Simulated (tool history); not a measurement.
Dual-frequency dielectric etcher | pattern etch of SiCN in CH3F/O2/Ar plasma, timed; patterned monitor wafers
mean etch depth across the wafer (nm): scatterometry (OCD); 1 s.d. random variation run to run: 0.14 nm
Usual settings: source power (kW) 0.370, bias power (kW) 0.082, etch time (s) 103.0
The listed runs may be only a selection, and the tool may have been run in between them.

run,hour,source power (kW),bias power (kW),etch time (s),wafers since the last listed run,hours since the last wet clean,hours since the last source power generator calibration,hours since the last bias power generator calibration,hours since the last upper electrode change,hours since the gauge calibration,"read-back reference wafer on the same gauge, depth_nm",mean etch depth across the wafer (nm)
1,0.0,0.370,0.091,126.0,0,316.8,1812.8,1905.3,6499.8,2242.6,38.79,47.18
# hour 38.1: upper electrode replaced
2,62.1,0.370,0.070,103.0,340,378.9,1874.9,1967.4,24.0,2304.7,38.80,34.79
3,126.3,0.370,0.082,103.0,574,443.1,1939.1,2031.6,88.2,2368.9,38.79,36.83
# hour 155.9: gauge calibrated
4,181.6,0.370,0.082,103.0,494,498.4,1994.4,2086.9,143.5,25.7,38.79,36.51
# hour 238.4: wet clean of the chamber
5,238.9,0.370,0.082,103.0,297,0.5,2051.7,2144.2,200.8,83.0,38.81,37.47
6,258.3,0.370,0.082,116.0,173,19.9,2071.1,2163.6,220.2,102.4,38.81,42.18
7,317.9,0.370,0.082,103.0,532,79.5,2130.7,2223.2,279.8,162.0,38.80,37.34
8,345.1,0.370,0.082,103.0,243,106.7,2157.9,2250.4,307.0,189.2,38.80,37.40
9,383.4,0.410,0.082,131.0,342,145.0,2196.2,2288.7,345.3,227.5,38.83,49.54
10,426.4,0.400,0.077,103.0,384,188.0,2239.2,2331.7,388.3,270.5,38.79,37.56
11,481.8,0.430,0.069,103.0,495,243.4,2294.6,2387.1,443.7,325.9,38.79,37.08
12,531.5,0.370,0.082,103.0,444,293.1,2344.3,2436.8,493.4,375.6,38.78,36.96
# hour 547.6: bias power generator calibrated
13,559.6,0.410,0.082,131.5,215,321.2,2372.4,12.0,521.5,403.7,38.81,49.10
14,618.0,0.370,0.082,103.0,522,379.6,2430.8,70.4,579.9,462.1,38.84,36.67
15,677.4,0.290,0.096,113.5,531,439.0,2490.2,129.8,639.3,521.5,38.79,38.51
# hour 733.3: wet clean of the chamber
16,733.8,0.330,0.082,103.0,289,0.5,2546.6,186.2,695.7,577.9,38.77,35.65
17,750.0,0.460,0.095,103.0,144,16.7,2562.8,202.4,711.9,594.1,38.77,43.15
18,787.3,0.280,0.082,92.0,333,54.0,2600.1,239.7,749.2,631.4,38.81,29.50
19,812.3,0.370,0.082,103.0,223,79.0,2625.1,264.7,774.2,656.4,38.81,37.33
# hour 875.3: source power generator calibrated
20,883.0,0.400,0.071,132.0,596,149.7,7.7,335.4,844.9,727.1,38.79,47.82
21,942.4,0.370,0.099,130.0,531,209.1,67.1,394.8,904.3,786.5,38.79,50.97
22,995.5,0.410,0.073,90.5,474,262.2,120.2,447.9,957.4,839.6,38.81,33.41
23,1058.7,0.330,0.063,122.0,565,325.4,183.4,511.1,1020.6,902.8,38.75,38.57
24,1099.8,0.400,0.077,103.0,367,366.5,224.5,552.2,1061.7,943.9,38.84,37.83
25,1142.0,0.370,0.082,126.0,377,408.7,266.7,594.4,1103.9,986.1,38.81,45.94
26,1173.5,0.370,0.082,103.0,281,440.2,298.2,625.9,1135.4,1017.6,38.80,37.70
# hour 1243.3: wet clean of the chamber
27,1332.5,0.370,0.102,103.0,1207,89.2,457.2,784.9,1294.4,1176.6,38.81,41.27
28,1381.4,0.370,0.082,103.0,437,138.1,506.1,833.8,1343.3,1225.5,38.76,37.87
29,1407.2,0.400,0.077,103.0,230,163.9,531.9,859.6,1369.1,1251.3,38.77,38.01

For each entry between runs, how does the tool's hidden state at the last listed run before it compare with that at the first listed run after it?
Between runs 1 and 2: upper electrode replaced (hour 38.1)
  etch rate over this chamber's usual, %: -1.76 -> -2.09; source power that arrives over what is set, %: -3.83 -> -3.95
  measured value less the no-hidden-state value, mean etch depth across the wafer (nm): -1.66 -> -1.37
Between runs 3 and 4: gauge calibrated (hour 155.9)
  etch rate over this chamber's usual, %: -2.43 -> -2.72; source power that arrives over what is set, %: -4.06 -> -4.17
  measured value less the no-hidden-state value, mean etch depth across the wafer (nm): -1.61 -> -1.72
Between runs 4 and 5: wet clean of the chamber (hour 238.4)
  etch rate over this chamber's usual, %: -2.72 -> -0.161; source power that arrives over what is set, %: -4.17 -> -4.27
  measured value less the no-hidden-state value, mean etch depth across the wafer (nm): -1.72 -> -0.78
Between runs 12 and 13: bias power generator calibrated (hour 547.6)
  etch rate over this chamber's usual, %: -1.7 -> -1.84; source power that arrives over what is set, %: -4.82 -> -4.87
  measured value less the no-hidden-state value, mean etch depth across the wafer (nm): -1.46 -> -2.02
Between runs 15 and 16: wet clean of the chamber (hour 733.3)
  etch rate over this chamber's usual, %: -2.46 -> 0.0535; source power that arrives over what is set, %: -5.09 -> -5.19
  measured value less the no-hidden-state value, mean etch depth across the wafer (nm): -1.87 -> -0.81
Between runs 19 and 20: source power generator calibrated (hour 875.3)
  etch rate over this chamber's usual, %: -0.358 -> -0.729; source power that arrives over what is set, %: -5.34 -> 0.391
  measured value less the no-hidden-state value, mean etch depth across the wafer (nm): -1.04 -> -0.27
Between runs 26 and 27: wet clean of the chamber (hour 1243.3)
  etch rate over this chamber's usual, %: -2.25 -> -0.582; source power that arrives over what is set, %: -0.149 -> -0.444
  measured value less the no-hidden-state value, mean etch depth across the wafer (nm): -0.89 -> -0.32
